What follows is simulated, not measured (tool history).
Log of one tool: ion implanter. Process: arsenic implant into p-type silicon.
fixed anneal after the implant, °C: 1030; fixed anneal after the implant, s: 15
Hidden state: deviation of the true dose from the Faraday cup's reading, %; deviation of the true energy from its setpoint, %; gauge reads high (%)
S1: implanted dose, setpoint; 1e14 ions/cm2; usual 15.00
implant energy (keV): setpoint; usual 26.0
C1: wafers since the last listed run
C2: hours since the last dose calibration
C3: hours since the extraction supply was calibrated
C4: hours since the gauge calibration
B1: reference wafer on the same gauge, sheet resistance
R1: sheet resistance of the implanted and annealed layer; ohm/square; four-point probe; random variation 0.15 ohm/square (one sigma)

Run 1, hour 0.0: usual settings; C1 0; C2 241.9; C3 3070.9; C4 2012.2; B1 117.97. Result: R1 102.05 ohm/square.
Run 2, hour 73.7: usual settings; C1 799; C2 315.6; C3 3144.6; C4 2085.9; B1 117.99. Result: R1 102.20 ohm/square.
Run 3, hour 169.5: usual settings; C1 1039; C2 411.4; C3 3240.4; C4 2181.7; B1 117.98. Result: R1 102.37 ohm/square.
Run 4, hour 226.3: usual settings; C1 616; C2 468.2; C3 3297.2; C4 2238.5; B1 118.01. Result: R1 102.25 ohm/square.
Run 5, hour 285.8: usual settings; C1 645; C2 527.7; C3 3356.7; C4 2298.0; B1 118.04. Result: R1 102.19 ohm/square.
Run 6, hour 352.9: usual settings; C1 728; C2 594.8; C3 3423.8; C4 2365.1; B1 117.97. Result: R1 102.47 ohm/square.
Run 7, hour 431.1: usual settings; C1 848; C2 673.0; C3 3502.0; C4 2443.3; B1 118.01. Result: R1 102.32 ohm/square.
At hour 476.5: Faraday cup replaced and dose calibrated.
Run 8, hour 519.2: usual settings but implant energy (keV) 22.0; C1 869; C2 42.7; C3 3590.1; C4 2531.4; B1 117.98. Result: R1 106.41 ohm/square.
Run 9, hour 568.8: usual settings; C1 538; C2 92.3; C3 3639.7; C4 2581.0; B1 117.95. Result: R1 102.07 ohm/square.
Run 10, hour 667.9: usual settings but S1 16.02 1e14 ions/cm2; C1 1075; C2 191.4; C3 3738.8; C4 2680.1; B1 118.02. Result: R1 99.76 ohm/square.
Run 11, hour 736.0: usual settings but S1 16.02 1e14 ions/cm2; C1 739; C2 259.5; C3 3806.9; C4 2748.2; B1 117.96. Result: R1 99.77 ohm/square.
Run 12, hour 808.4: usual settings but S1 16.02 1e14 ions/cm2; C1 785; C2 331.9; C3 3879.3; C4 2820.6; B1 118.01. Result: R1 100.19 ohm/square.
Run 13, hour 846.0: usual settings; C1 408; C2 369.5; C3 3916.9; C4 2858.2; B1 118.00. Result: R1 102.49 ohm/square.
Run 14, hour 885.7: usual settings; C1 430; C2 409.2; C3 3956.6; C4 2897.9; B1 118.01. Result: R1 102.65 ohm/square.
Run 15, hour 951.6: usual settings but S1 16.40 1e14 ions/cm2; C1 715; C2 475.1; C3 4022.5; C4 2963.8; B1 117.99. Result: R1 99.30 ohm/square.
Run 16, hour 1004.9: usual settings but S1 16.40 1e14 ions/cm2; C1 578; C2 528.4; C3 4075.8; C4 3017.1; B1 117.97. Result: R1 99.22 ohm/square.
Run 17, hour 1164.4: usual settings but S1 16.40 1e14 ions/cm2; C1 1731; C2 687.9; C3 4235.3; C4 3176.6; B1 118.04. Result: R1 99.47 ohm/square.
Run 18, hour 1244.3: usual settings but implant energy (keV) 29.0; C1 867; C2 767.8; C3 4315.2; C4 3256.5; B1 118.06. Result: R1 100.09 ohm/square.
At hour 1255.2: gauge calibrated.
At hour 1263.9: Faraday cup replaced and dose calibrated.
Run 19, hour 1345.8: usual settings but implant energy (keV) 31.5; C1 1014; C2 81.9; C3 4416.7; C4 90.6; B1 118.00. Result: R1 97.00 ohm/square.
Run 20, hour 1447.1: usual settings but implant energy (keV) 29.0; C1 1099; C2 183.2; C3 4518.0; C4 191.9; B1 117.98. Result: R1 99.44 ohm/square.
At hour 1488.0: extraction supply calibrated.
Run 21, hour 1548.8: usual settings but S1 17.16 1e14 ions/cm2, implant energy (keV) 18.0; C1 1017; C2 284.9; C3 60.8; C4 293.6; B1 117.98. Result: R1 106.10 ohm/square.
Run 22, hour 1628.3: usual settings; C1 862; C2 364.4; C3 140.3; C4 373.1; B1 118.03. Result: R1 101.45 ohm/square.
Run 23, hour 1682.1: usual settings but S1 12.33 1e14 ions/cm2, implant energy (keV) 28.5; C1 583; C2 418.2; C3 194.1; C4 426.9; B1 117.94. Result: R1 108.55 ohm/square.
Run 24, hour 1782.6: usual settings; C1 1090; C2 518.7; C3 294.6; C4 527.4; B1 117.96. Result: R1 101.30 ohm/square.
Run 25, hour 1873.3: usual settings but S1 18.43 1e14 ions/cm2, implant energy (keV) 31.5; C1 984; C2 609.4; C3 385.3; C4 618.1; B1 117.97. Result: R1 88.81 ohm/square.
Run 26, hour 1933.3: usual settings but S1 17.89 1e14 ions/cm2, implant energy (keV) 18.0; C1 651; C2 669.4; C3 445.3; C4 678.1; B1 117.98. Result: R1 105.61 ohm/square.
Run 27, hour 1996.4: usual settings but S1 10.52 1e14 ions/cm2, implant energy (keV) 34.5; C1 684; C2 732.5; C3 508.4; C4 741.2; B1 117.99. Result: R1 114.48 ohm/square.
Run 28, hour 2033.7: usual settings; C1 404; C2 769.8; C3 545.7; C4 778.5; B1 118.04. Result: R1 101.80 ohm/square.
At hour 2094.3: Faraday cup replaced and dose calibrated.
Run 29, hour 2136.3: usual settings but S1 19.06 1e14 ions/cm2, implant energy (keV) 34.5; C1 1026; C2 42.0; C3 648.3; C4 881.1; B1 118.03. Result: R1 84.84 ohm/square.
Run 30, hour 2200.5: usual settings but S1 17.27 1e14 ions/cm2, implant energy (keV) 29.5; C1 696; C2 106.2; C3 712.5; C4 945.3; B1 117.96. Result: R1 92.51 ohm/square.
Run 31, hour 2238.9: usual settings but S1 10.51 1e14 ions/cm2, implant energy (keV) 31.5; C1 416; C2 144.6; C3 750.9; C4 983.7; B1 118.04. Result: R1 116.04 ohm/square.
Run 32, hour 2302.3: usual settings but S1 12.65 1e14 ions/cm2, implant energy (keV) 30.5; C1 688; C2 208.0; C3 814.3; C4 1047.1; B1 117.96. Result: R1 105.43 ohm/square.
Run 33, hour 2400.1: usual settings but S1 11.94 1e14 ions/cm2, implant energy (keV) 31.0; C1 1061; C2 305.8; C3 912.1; C4 1144.9; B1 118.01. Result: R1 108.42 ohm/square.
Run 34, hour 2455.0: usual settings but S1 18.48 1e14 ions/cm2; C1 595; C2 360.7; C3 967.0; C4 1199.8; B1 118.00. Result: R1 94.44 ohm/square.
Run 35, hour 2547.7: usual settings but S1 12.97 1e14 ions/cm2, implant energy (keV) 28.5; C1 1006; C2 453.4; C3 1059.7; C4 1292.5; B1 118.04. Result: R1 105.89 ohm/square.
Run 36, hour 2649.8: usual settings; C1 1108; C2 555.5; C3 1161.8; C4 1394.6; B1 118.03. Result: R1 101.60 ohm/square.

The same runs without the tool's hidden state, with the same run-to-run variation:
run      R1
  1  101.19
  2  101.25
  3  101.30
  4  101.11
  5  100.98
  6  101.17
  7  100.92
  8  105.51
  9  101.08
 10   98.65
 11   98.57
 12   98.90
 13  101.13
 14  101.24
 15   97.84
 16   97.70
 17   97.74
 18   98.16
 19   95.86
 20   98.13
 21  105.97
 22  101.20
 23  108.13
 24  100.91
 25   88.45
 26  105.24
 27  113.43
 28  101.17
 29   84.80
 30   92.42
 31  115.79
 32  105.15
 33  107.98
 34   94.16
 35  105.32
 36  101.04
